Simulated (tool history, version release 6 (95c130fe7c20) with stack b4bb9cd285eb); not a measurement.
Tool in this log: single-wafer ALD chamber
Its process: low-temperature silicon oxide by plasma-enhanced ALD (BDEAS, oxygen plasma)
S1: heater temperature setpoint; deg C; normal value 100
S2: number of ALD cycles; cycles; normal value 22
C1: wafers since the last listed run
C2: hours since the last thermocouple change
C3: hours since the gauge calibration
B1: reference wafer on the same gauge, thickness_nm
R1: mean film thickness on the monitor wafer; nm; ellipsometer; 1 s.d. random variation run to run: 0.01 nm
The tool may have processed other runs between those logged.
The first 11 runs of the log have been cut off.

{"run": 12, "hour": 730.5, "S1": 100, "S2": 22, "C1": 366, "C2": 752.7, "C3": 1351.1, "B1": 3.687, "R1": 3.144}
{"run": 13, "hour": 818.0, "S1": 109, "S2": 25, "C1": 656, "C2": 840.2, "C3": 1438.6, "B1": 3.688, "R1": 3.536}
{"run": 14, "hour": 1130.1, "S1": 109, "S2": 25, "C1": 2341, "C2": 1152.3, "C3": 1750.7, "B1": 3.691, "R1": 3.517}
{"run": 15, "hour": 1228.8, "S1": 109, "S2": 25, "C1": 740, "C2": 1251, "C3": 1849.4, "B1": 3.688, "R1": 3.531}
{"run": 16, "hour": 1277.7, "S1": 100, "S2": 22, "C1": 366, "C2": 1299.9, "C3": 1898.3, "B1": 3.689, "R1": 3.163}
{"run": 17, "hour": 1317.1, "S1": 100, "S2": 22, "C1": 295, "C2": 1339.3, "C3": 1937.7, "B1": 3.689, "R1": 3.172}
{"run": 18, "hour": 1368.6, "S1": 110, "S2": 22, "C1": 386, "C2": 1390.8, "C3": 1989.2, "B1": 3.69, "R1": 3.09}
{"run": 19, "hour": 1444.2, "S1": 100, "S2": 22, "C1": 567, "C2": 1466.4, "C3": 2064.8, "B1": 3.689, "R1": 3.164}
{"run": 20, "hour": 1539.7, "S1": 86, "S2": 20, "C1": 716, "C2": 1561.9, "C3": 2160.3, "B1": 3.687, "R1": 2.982}
{"run": 21, "hour": 1642.6, "S1": 100, "S2": 22, "C1": 771, "C2": 1664.8, "C3": 2263.2, "B1": 3.689, "R1": 3.187}
{"run": 22, "hour": 1738.7, "S1": 110, "S2": 26, "C1": 720, "C2": 1760.9, "C3": 2359.3, "B1": 3.688, "R1": 3.649}
{"run": 23, "hour": 1823.1, "S1": 100, "S2": 22, "C1": 633, "C2": 1845.3, "C3": 2443.7, "B1": 3.69, "R1": 3.168}
{"hour": 1843.5, "done": "thermocouple changed; heater temperature recalibrated"}
{"run": 24, "hour": 1869.3, "S1": 95, "S2": 22, "C1": 286, "C2": 25.8, "C3": 2489.9, "B1": 3.691, "R1": 3.176}
{"hour": 1898.4, "done": "gauge calibrated"}
{"run": 25, "hour": 2149.4, "S1": 91, "S2": 22, "C1": 2101, "C2": 305.9, "C3": 251, "B1": 3.692, "R1": 3.25}
{"run": 26, "hour": 2230.2, "S1": 89, "S2": 20, "C1": 606, "C2": 386.7, "C3": 331.8, "B1": 3.688, "R1": 2.945}
{"run": 27, "hour": 2338.1, "S1": 110, "S2": 20, "C1": 809, "C2": 494.6, "C3": 439.7, "B1": 3.692, "R1": 2.804}
{"run": 28, "hour": 2416.3, "S1": 109, "S2": 22, "C1": 586, "C2": 572.8, "C3": 517.9, "B1": 3.691, "R1": 3.098}
{"run": 29, "hour": 2458.5, "S1": 100, "S2": 22, "C1": 316, "C2": 615, "C3": 560.1, "B1": 3.693, "R1": 3.152}
{"run": 30, "hour": 2557.5, "S1": 89, "S2": 22, "C1": 742, "C2": 714, "C3": 659.1, "B1": 3.69, "R1": 3.259}
{"run": 31, "hour": 2613.2, "S1": 86, "S2": 24, "C1": 417, "C2": 769.7, "C3": 714.8, "B1": 3.691, "R1": 3.572}
{"run": 32, "hour": 2701.9, "S1": 110, "S2": 22, "C1": 665, "C2": 858.4, "C3": 803.5, "B1": 3.691, "R1": 3.097}
{"run": 33, "hour": 2776.4, "S1": 94, "S2": 18, "C1": 558, "C2": 932.9, "C3": 878, "B1": 3.692, "R1": 2.631}
{"run": 34, "hour": 2819.2, "S1": 86, "S2": 23, "C1": 321, "C2": 975.7, "C3": 920.8, "B1": 3.688, "R1": 3.451}
{"run": 35, "hour": 2985.2, "S1": 100, "S2": 26, "C1": 1245, "C2": 1141.7, "C3": 1086.8, "B1": 3.689, "R1": 3.739}
{"run": 36, "hour": 3042.0, "S1": 100, "S2": 22, "C1": 426, "C2": 1198.5, "C3": 1143.6, "B1": 3.691, "R1": 3.161}

3 ways to go on from here, each from the tool as it stands after run 36. What would each give?
{"run": "A", "hour": 3042.4, "S1": 100, "S2": 20, "C1": 3, "C2": 1198.9, "C3": 1144, "B1": "?", "R1": "?"}
{"run": "B", "hour": 3042.4, "S1": 110, "S2": 19, "C1": 3, "C2": 1198.9, "C3": 1144, "B1": "?", "R1": "?"}
{"run": "C", "hour": 3042.4, "S1": 113, "S2": 25, "C1": 3, "C2": 1198.9, "C3": 1144, "B1": "?", "R1": "?"}

run=A B1=3.687 R1=2.862
run=B B1=3.687 R1=2.662
run=C B1=3.687 R1=3.485
With no hidden state in the tool, these same runs would have given:
run=A R1=2.832
run=B R1=2.648
run=C R1=3.467
